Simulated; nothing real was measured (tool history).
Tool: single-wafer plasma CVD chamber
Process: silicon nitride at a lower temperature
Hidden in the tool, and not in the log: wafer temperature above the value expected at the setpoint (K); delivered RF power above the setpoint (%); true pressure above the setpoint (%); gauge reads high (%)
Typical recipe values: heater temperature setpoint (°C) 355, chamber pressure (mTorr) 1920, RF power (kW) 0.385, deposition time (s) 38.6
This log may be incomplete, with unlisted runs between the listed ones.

run,hour,heater temperature setpoint (°C),chamber pressure (mTorr),RF power (kW),deposition time (s),wafers since the last listed run,hours since the last thermocouple change,hours since the last RF generator calibration,hours since the last manometer calibration,hours since the showerhead was replaced,hours since the gauge calibration,"read-back reference wafer on the same gauge, thickness_nm",mean film thickness on the monitor wafer (nm)
1,0,355,1920,0.385,41.9,0,1815,1343.1,695.6,1449.5,407.3,62.842,57.46
2,56.2,355,1920,0.385,41.9,1480,1871.2,1399.3,751.8,1505.7,463.5,62.826,57.534
3,95.2,355,2300,0.385,38.6,1027,1910.2,1438.3,790.8,1544.7,502.5,62.764,55.478
4,142.6,355,2300,0.385,38.6,1248,1957.6,1485.7,838.2,1592.1,549.9,62.884,55.57
5,226,355,1920,0.44,38.6,2197,2041,1569.1,921.6,1675.5,633.3,62.802,59.633
# hour 251.4: capacitance manometer re-zeroed and calibrated
6,272.8,355,1920,0.44,38.6,1022,2087.8,1615.9,21.4,1722.3,680.1,62.816,57.166
7,321.8,355,1920,0.385,38.6,1290,2136.8,1664.9,70.4,1771.3,729.1,62.761,51.924
8,400.8,355,1920,0.385,38.6,2081,2215.8,1743.9,149.4,1850.3,808.1,62.895,52.138
9,470.3,355,1920,0.385,38.6,1831,2285.3,1813.4,218.9,1919.8,877.6,62.785,52.499
10,510.9,355,1920,0.385,38.6,1069,2325.9,1854,259.5,1960.4,918.2,62.713,52.167
# hour 579.8: thermocouple changed; heater temperature recalibrated
11,616.6,355,1920,0.385,38.6,2573,36.8,1959.7,365.2,2066.1,1023.9,62.765,52.566
# hour 680.6: RF generator calibrated
12,681.1,355,1920,0.385,38.6,1488,101.3,0.5,429.7,2130.6,1088.4,62.824,53.13
# hour 756.2: gauge calibrated
13,770.1,355,1920,0.385,38.6,2344,190.3,89.5,518.7,2219.6,13.9,62.795,53.557
14,844.9,355,1920,0.385,38.6,1970,265.1,164.3,593.5,2294.4,88.7,62.669,53.341
15,894.3,355,1920,0.385,38.6,1301,314.5,213.7,642.9,2343.8,138.1,62.751,53.797
16,975.4,355,1920,0.41,35.2,2136,395.6,294.8,724,2424.9,219.2,62.814,51.279
17,1034.4,355,1920,0.385,38.6,1554,454.6,353.8,783,2483.9,278.2,62.792,53.376
18,1124.2,355,1920,0.385,38.6,2365,544.4,443.6,872.8,2573.7,368,62.798,53.46
# hour 1154.5: showerhead replaced
# hour 1182.8: capacitance manometer re-zeroed and calibrated
19,1213.3,342,2230,0.36,43.2,1925,633.5,532.7,30.5,58.8,457.1,62.76,57.926
20,1300,368,1920,0.385,38.6,2284,720.2,619.4,117.2,145.5,543.8,62.79,52.538
21,1349.6,355,2340,0.315,32.9,1306,769.8,669,166.8,195.1,593.4,62.774,40.056
22,1424,355,2290,0.33,36.7,1960,844.2,743.4,241.2,269.5,667.8,62.84,46.412
23,1468.2,355,1920,0.455,38.6,1164,888.4,787.6,285.4,313.7,712,62.754,59.937
24,1525.2,355,1920,0.385,46.3,1501,945.4,844.6,342.4,370.7,769,62.872,63.666
25,1616.7,345,1920,0.32,38.6,2410,1036.9,936.1,433.9,462.2,860.5,62.86,45.254
26,1693.3,355,1920,0.32,44.5,2018,1113.5,1012.7,510.5,538.8,937.1,62.819,51.982
27,1800.8,355,1920,0.32,38.6,2832,1221,1120.2,618,646.3,1044.6,62.789,44.93

For some of the steps in mean film thickness on the monitor wafer (nm) from one run to the next: how much would appear even if the tool had no hidden state, given the settings, what came in and random variation, and how much remains for the hidden state plus any gauge scatter that the measured result and the result without hidden state don't share?
Run 5 -> 6: capacitance manometer re-zeroed and calibrated. mean film thickness on the monitor wafer (nm) -2.467: hidden state -1.659, all else -0.808.
Run 18 -> 19: heater temperature setpoint (°C) 355 -> 342, chamber pressure (mTorr) 1920 -> 2230, RF power (kW) 0.385 -> 0.36, deposition time (s) 38.6 -> 43.2, showerhead replaced, capacitance manometer re-zeroed and calibrated. mean film thickness on the monitor wafer (nm) +4.466: hidden state -1.218, all else +5.684.
Run 22 -> 23: chamber pressure (mTorr) 2290 -> 1920, RF power (kW) 0.33 -> 0.455, deposition time (s) 36.7 -> 38.6. mean film thickness on the monitor wafer (nm) +13.525: hidden state +0.18, all else +13.345.
Run 24 -> 25: heater temperature setpoint (°C) 355 -> 345, RF power (kW) 0.385 -> 0.32, deposition time (s) 46.3 -> 38.6. mean film thickness on the monitor wafer (nm) -18.412: hidden state +0.031, all else -18.443.
